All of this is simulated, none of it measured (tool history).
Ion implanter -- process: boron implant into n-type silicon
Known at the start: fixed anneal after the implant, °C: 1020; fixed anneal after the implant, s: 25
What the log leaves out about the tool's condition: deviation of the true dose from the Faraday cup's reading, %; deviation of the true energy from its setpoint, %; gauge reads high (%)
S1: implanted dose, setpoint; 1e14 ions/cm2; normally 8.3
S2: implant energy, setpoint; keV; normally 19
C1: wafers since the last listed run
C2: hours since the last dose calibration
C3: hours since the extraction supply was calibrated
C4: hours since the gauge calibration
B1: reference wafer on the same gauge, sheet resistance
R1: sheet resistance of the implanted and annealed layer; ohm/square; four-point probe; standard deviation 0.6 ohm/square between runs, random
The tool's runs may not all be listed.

| run | day | S1 | S2 | C1 | C2 | C3 | C4 | B1 | R1 |
|---|---|---|---|---|---|---|---|---|---|
| 1 | 0 | 8.3 | 19 | 0 | 495.7 | 4004.9 | 380.5 | 118.95 | 141.3 |
| 2 | 1.488 | 8.3 | 19 | 767 | 531.4 | 4040.6 | 416.2 | 118.65 | 141.15 |
| 3 | 2.854 | 6.76 | 19 | 704 | 564.2 | 4073.4 | 449 | 119.04 | 170.67 |
| 4 | 3.875 | 6.76 | 19 | 526 | 588.7 | 4097.9 | 473.5 | 118.78 | 170.8 |
| 5 | 4.588 | 10.16 | 19 | 367 | 605.8 | 4115 | 490.6 | 119.1 | 119.28 |
| 6 | 5.954 | 10.16 | 19 | 704 | 638.6 | 4147.8 | 523.4 | 119.04 | 120.74 |
| 7 | 7.038 | 8.3 | 19 | 558 | 664.6 | 4173.8 | 549.4 | 118.94 | 143.61 |
| 8 | 7.829 | 8.3 | 19 | 408 | 683.6 | 4192.8 | 568.4 | 118.99 | 142.6 |
| 9 | 8.608 | 8.3 | 19 | 401 | 702.3 | 4211.5 | 587.1 | 118.94 | 142.91 |
| 10 | 9.75 | 8.3 | 19 | 588 | 729.7 | 4238.9 | 614.5 | 119.13 | 144.15 |
|  | 11.062 | extraction supply calibrated |
| 11 | 11.083 | 8.3 | 19 | 515 | 761.7 | 0.5 | 646.5 | 119.14 | 142.13 |
| 12 | 11.725 | 8.3 | 19 | 330 | 777.1 | 15.9 | 661.9 | 119.03 | 142.64 |
| 13 | 13.129 | 8.3 | 19 | 724 | 810.8 | 49.6 | 695.6 | 119.06 | 144.35 |
| 14 | 14.229 | 8.98 | 17.5 | 567 | 837.2 | 76 | 722 | 118.9 | 135.18 |
| 15 | 14.871 | 8.98 | 17.5 | 330 | 852.6 | 91.4 | 737.4 | 118.91 | 134.06 |
| 16 | 16.188 | 8.98 | 17.5 | 679 | 884.2 | 123 | 769 | 119.24 | 135.64 |
| 17 | 16.833 | 6.41 | 23 | 333 | 899.7 | 138.5 | 784.5 | 119.05 | 176.66 |
| 18 | 18.242 | 8.3 | 19 | 726 | 933.5 | 172.3 | 818.3 | 119.15 | 145.08 |
| 19 | 18.896 | 7.39 | 21.5 | 337 | 949.2 | 188 | 834 | 119 | 158.45 |
|  | 19.012 | gauge calibrated |
|  | 19.25 | Faraday cup replaced and dose calibrated |
| 20 | 19.938 | 9.01 | 22 | 365 | 16.5 | 213 | 22.2 | 119.04 | 122.3 |
| 21 | 21.233 | 8.3 | 25.5 | 668 | 47.6 | 244.1 | 53.3 | 119.25 | 128.82 |
| 22 | 22.008 | 10.75 | 16 | 399 | 66.2 | 262.7 | 71.9 | 118.97 | 108.95 |
| 23 | 23.367 | 8.3 | 19 | 700 | 98.8 | 295.3 | 104.5 | 119.09 | 133.6 |
| 24 | 24.771 | 7.26 | 17 | 724 | 132.5 | 329 | 138.2 | 119.11 | 150.25 |
| 25 | 26.204 | 6.83 | 14 | 739 | 166.9 | 363.4 | 172.6 | 118.9 | 161.98 |
| 26 | 27.121 | 8.3 | 19 | 472 | 188.9 | 385.4 | 194.6 | 118.94 | 133.16 |
| 27 | 27.842 | 8.3 | 19 | 371 | 206.2 | 402.7 | 211.9 | 118.98 | 133.2 |
| 28 | 28.662 | 8.3 | 19 | 423 | 225.9 | 422.4 | 231.6 | 119.14 | 132.38 |
| 29 | 29.412 | 6.23 | 13.5 | 386 | 243.9 | 440.4 | 249.6 | 118.89 | 176.55 |
|  | 29.75 | Faraday cup replaced and dose calibrated, repeated, since the last time left the tool worse |
| 30 | 30.862 | 7.33 | 24 | 575 | 26.7 | 475.2 | 284.4 | 119.01 | 152.17 |
| 31 | 31.379 | 8.3 | 19 | 266 | 39.1 | 487.6 | 296.8 | 118.95 | 140.62 |
| 32 | 31.938 | 7.09 | 14 | 287 | 52.5 | 501 | 310.2 | 119.09 | 166.37 |
| 33 | 33.112 | 7.48 | 22.5 | 605 | 80.7 | 529.2 | 338.4 | 119.05 | 152.09 |
| 34 | 34.479 | 10.54 | 19 | 704 | 113.5 | 562 | 371.2 | 119.29 | 115.19 |
| 35 | 37.542 | 9.19 | 21 | 1579 | 187 | 635.5 | 444.7 | 119 | 127.68 |
| 36 | 38.979 | 10.16 | 19 | 741 | 221.5 | 670 | 479.2 | 119.02 | 118.92 |
| 37 | 40.296 | 7.16 | 16.5 | 679 | 253.1 | 701.6 | 510.8 | 119.15 | 162.83 |

Predict each of these 4 candidate next runs independently; none follows another, all start after run 37:
| A | 40.312 | 8.3 | 19 | 8 | 253.5 | 702 | 511.2 | ? | ? |
| B | 40.312 | 6.14 | 21 | 8 | 253.5 | 702 | 511.2 | ? | ? |
| C | 40.312 | 6.67 | 13 | 8 | 253.5 | 702 | 511.2 | ? | ? |
| D | 40.312 | 7.32 | 22.5 | 8 | 253.5 | 702 | 511.2 | ? | ? |

| run | B1 | R1 |
|---|---|---|
| A | 118.65 | 141.21 |
| B | 118.65 | 181.42 |
| C | 118.65 | 176.71 |
| D | 118.65 | 155.01 |
Take away the tool's hidden state, keep each run's random variation, and the runs would have read:
| run | R1 |
|---|---|
| A | 139.23 |
| B | 178.92 |
| C | 174.25 |
| D | 152.85 |

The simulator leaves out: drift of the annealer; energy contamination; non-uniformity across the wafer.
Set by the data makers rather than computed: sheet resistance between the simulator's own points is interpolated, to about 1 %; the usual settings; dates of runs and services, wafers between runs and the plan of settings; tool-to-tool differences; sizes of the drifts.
